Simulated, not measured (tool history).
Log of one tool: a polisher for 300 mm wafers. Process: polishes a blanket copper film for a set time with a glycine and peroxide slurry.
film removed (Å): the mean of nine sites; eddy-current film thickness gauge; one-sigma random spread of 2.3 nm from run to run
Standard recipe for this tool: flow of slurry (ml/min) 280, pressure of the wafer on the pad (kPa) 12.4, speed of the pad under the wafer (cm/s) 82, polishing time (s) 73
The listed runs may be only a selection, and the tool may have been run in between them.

| run | day | flow of slurry (ml/min) | pressure of the wafer on the pad (kPa) | speed of the pad under the wafer (cm/s) | polishing time (s) | incoming thickness of the incoming film, nm | film removed (Å) |
|---|---|---|---|---|---|---|---|
| 1 | 0 | 280 | 12.4 | 82 | 73 | 1348.2 | 2257 |
| 2 | 0.9 | 280 | 12.4 | 82 | 73 | 1314.9 | 2217 |
| 3 | 2.325 | 280 | 12.4 | 82 | 73 | 1337.6 | 2230 |
| 4 | 3.679 | 280 | 12.4 | 82 | 73 | 1348.6 | 2210 |
| 5 | 4.529 | 280 | 12.4 | 82 | 73 | 1334.3 | 2234 |
| 6 | 5.779 | 280 | 12.4 | 82 | 73 | 1360.6 | 2177 |
|  | 8.667 | head pressure recalibrated |
| 7 | 9.596 | 280 | 12.4 | 82 | 73 | 1348.9 | 2163 |
| 8 | 10.383 | 280 | 12.4 | 82 | 73 | 1319.3 | 2150 |
|  | 11.312 | slurry nozzle cleaned |
| 9 | 11.812 | 280 | 12.4 | 82 | 73 | 1336.6 | 2272 |
|  | 12.25 | worn pad replaced by a new one |
| 10 | 12.712 | 280 | 12.4 | 74 | 73 | 1339.3 | 2170 |
| 11 | 13.442 | 280 | 12.4 | 74 | 73 | 1320.4 | 2168 |
| 12 | 13.988 | 280 | 12.4 | 100 | 73 | 1339.1 | 2513 |
| 13 | 14.608 | 280 | 12.4 | 82 | 73 | 1341.7 | 2331 |
| 14 | 15.767 | 280 | 13.8 | 82 | 73 | 1358.6 | 2381 |
| 15 | 20.025 | 280 | 14.5 | 82 | 73 | 1331.8 | 2475 |
| 16 | 20.721 | 280 | 12.4 | 82 | 73 | 1363.8 | 2241 |
| 17 | 23.725 | 280 | 12.4 | 70 | 73 | 1326.7 | 2086 |
|  | 24.7 | worn pad replaced by a new one |
| 18 | 25.062 | 190 | 14.5 | 82 | 50 | 1345 | 1553 |
| 19 | 26.154 | 280 | 9 | 56 | 62 | 1335.1 | 1356 |
| 20 | 27.421 | 280 | 12.4 | 82 | 73 | 1361.5 | 2178 |
| 21 | 28.775 | 280 | 12.4 | 82 | 86 | 1333 | 2540 |
| 22 | 30.15 | 250 | 12.4 | 94 | 73 | 1327.2 | 2242 |
|  | 30.875 | slurry nozzle cleaned |
| 23 | 31.071 | 280 | 12.4 | 96 | 73 | 1332.3 | 2461 |
| 24 | 32.033 | 280 | 12.4 | 98 | 73 | 1326.2 | 2459 |
| 25 | 32.688 | 280 | 13.8 | 68 | 93 | 1321.8 | 2855 |
| 26 | 34.35 | 315 | 12.4 | 82 | 73 | 1344.1 | 2325 |
|  | 34.512 | head pressure recalibrated |
| 27 | 35.812 | 250 | 16.5 | 62 | 63 | 1362.5 | 2007 |
|  | 36.212 | worn pad replaced by a new one |
| 28 | 36.921 | 280 | 12.4 | 82 | 73 | 1339.7 | 2268 |
| 29 | 37.75 | 280 | 12.4 | 82 | 73 | 1333.8 | 2218 |
| 30 | 38.75 | 280 | 12.4 | 96 | 73 | 1334.5 | 2457 |

Expected results for the next run?
| 31 | 39.783 | 320 | 13.8 | 110 | 65 | 1360.7 | ? |

Run 31 came out at film removed (Å) 2502.
Take away the tool's hidden state, keep the run-to-run variation as it was, and the same run would have given film removed (Å) 2566.
